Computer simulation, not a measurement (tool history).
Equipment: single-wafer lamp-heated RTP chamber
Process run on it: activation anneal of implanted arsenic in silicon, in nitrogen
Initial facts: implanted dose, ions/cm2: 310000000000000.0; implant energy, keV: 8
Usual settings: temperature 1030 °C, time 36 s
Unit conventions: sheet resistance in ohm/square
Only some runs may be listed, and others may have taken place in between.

| run | day | temperature | time | wafers since the last listed run | wafers since the last pyrometer calibration | wafers since the reflector plate was cleaned | hours since the gauge calibration | read-back reference wafer on the same gauge, sheet resistance | sheet resistance |
|---|---|---|---|---|---|---|---|---|---|
| 1 | 0.000 | 1030 | 36 | 0 | 2267 | 5205 | 251.7 | 291.92 | 283.65 |
| 2 | 1.438 | 1030 | 36 | 263 | 2530 | 5468 | 286.2 | 292.36 | 282.78 |
| 3 | 2.700 | 1011 | 36 | 231 | 2761 | 5699 | 316.5 | 292.10 | 286.72 |
| 4 | 3.875 | 1011 | 36 | 215 | 2977 | 5915 | 344.7 | 291.70 | 288.26 |
| 5 | 5.058 | 1011 | 36 | 216 | 3194 | 6131 | 373.1 | 292.02 | 287.84 |
| 6 | 6.017 | 1030 | 36 | 175 | 3369 | 6307 | 396.1 | 291.95 | 284.44 |
| 7 | 6.842 | 1030 | 36 | 151 | 3520 | 6458 | 415.9 | 292.29 | 284.67 |
|  | 7.583 | pyrometer window cleaned and pyrometer calibrated |
| 8 | 7.688 | 1030 | 36 | 93 | 18 | 6552 | 436.2 | 291.85 | 282.24 |
| 9 | 8.467 | 1030 | 36 | 142 | 161 | 6695 | 454.9 | 292.02 | 281.25 |
| 10 | 9.246 | 1030 | 36 | 142 | 304 | 6838 | 473.6 | 291.81 | 279.93 |
| 11 | 10.617 | 1030 | 36 | 251 | 555 | 7089 | 506.5 | 291.91 | 280.93 |
|  | 11.696 | gauge calibrated |
| 12 | 11.921 | 1030 | 36 | 238 | 794 | 7328 | 5.4 | 291.93 | 283.73 |
| 13 | 12.812 | 1030 | 36 | 163 | 958 | 7491 | 26.8 | 292.09 | 282.12 |
| 14 | 14.096 | 1030 | 36 | 235 | 1193 | 7727 | 57.6 | 291.64 | 283.23 |
| 15 | 15.196 | 1018 | 48 | 201 | 1394 | 7928 | 84.0 | 292.05 | 282.66 |
| 16 | 16.529 | 1030 | 51 | 244 | 1639 | 8173 | 116.0 | 292.28 | 273.73 |
| 17 | 17.858 | 1030 | 36 | 243 | 1882 | 8416 | 147.9 | 292.01 | 281.79 |
| 18 | 19.138 | 1030 | 36 | 234 | 2117 | 8651 | 178.6 | 292.05 | 283.95 |
| 19 | 20.204 | 1039 | 23 | 195 | 2312 | 8846 | 204.2 | 292.15 | 285.85 |
| 20 | 21.054 | 1015 | 44 | 155 | 2468 | 9002 | 224.6 | 292.36 | 285.04 |
|  | 21.650 | reflector plate cleaned |
| 21 | 22.029 | 1038 | 15 | 117 | 2586 | 69 | 248.0 | 292.29 | 293.30 |
| 22 | 22.904 | 1053 | 17 | 160 | 2746 | 229 | 269.0 | 292.03 | 286.93 |
| 23 | 23.500 | 1041 | 55 | 109 | 2855 | 339 | 283.3 | 291.97 | 270.95 |
| 24 | 24.267 | 1044 | 56 | 140 | 2996 | 479 | 301.7 | 292.00 | 269.94 |
| 25 | 25.079 | 1030 | 36 | 148 | 3144 | 628 | 321.2 | 292.37 | 281.26 |
| 26 | 27.650 | 1049 | 15 | 471 | 3616 | 1099 | 382.9 | 291.99 | 287.41 |
|  | 28.904 | pyrometer window cleaned and pyrometer calibrated |
| 27 | 28.925 | 1054 | 36 | 172 | 3 | 1272 | 413.5 | 291.79 | 274.58 |
| 28 | 30.208 | 1030 | 36 | 235 | 238 | 1507 | 444.3 | 292.17 | 282.00 |
| 29 | 31.175 | 1048 | 46 | 177 | 415 | 1684 | 467.5 | 292.09 | 273.71 |
|  | 31.283 | gauge calibrated |
| 30 | 31.742 | 1030 | 36 | 103 | 519 | 1788 | 11.0 | 292.27 | 283.81 |
| 31 | 32.542 | 1058 | 48 | 146 | 666 | 1934 | 30.2 | 291.66 | 265.60 |
| 32 | 33.204 | 1030 | 36 | 121 | 787 | 2056 | 46.1 | 292.31 | 281.46 |
| 33 | 34.083 | 1030 | 36 | 161 | 948 | 2217 | 67.2 | 292.27 | 283.86 |
| 34 | 35.021 | 1052 | 21 | 171 | 1120 | 2389 | 89.7 | 291.63 | 282.23 |
| 35 | 35.879 | 1030 | 57 | 157 | 1277 | 2546 | 110.3 | 292.20 | 274.24 |
| 36 | 36.529 | 1030 | 36 | 119 | 1396 | 2665 | 125.9 | 292.01 | 281.75 |

Take each entry between the runs: how does the hidden state at the last listed run before it differ from the hidden state at the first listed run after it?
Runs 7 to 8: pyrometer window cleaned and pyrometer calibrated (day 7.583)
  nothing in the hidden state changes from one run to the other
Runs 11 to 12: gauge calibrated (day 11.696)
  nothing in the hidden state changes from one run to the other
Runs 20 to 21: reflector plate cleaned (day 21.650)
  nothing in the hidden state changes from one run to the other
Runs 26 to 27: pyrometer window cleaned and pyrometer calibrated (day 28.904)
  nothing in the hidden state changes from one run to the other
Runs 29 to 30: gauge calibrated (day 31.283)
  nothing in the hidden state changes from one run to the other
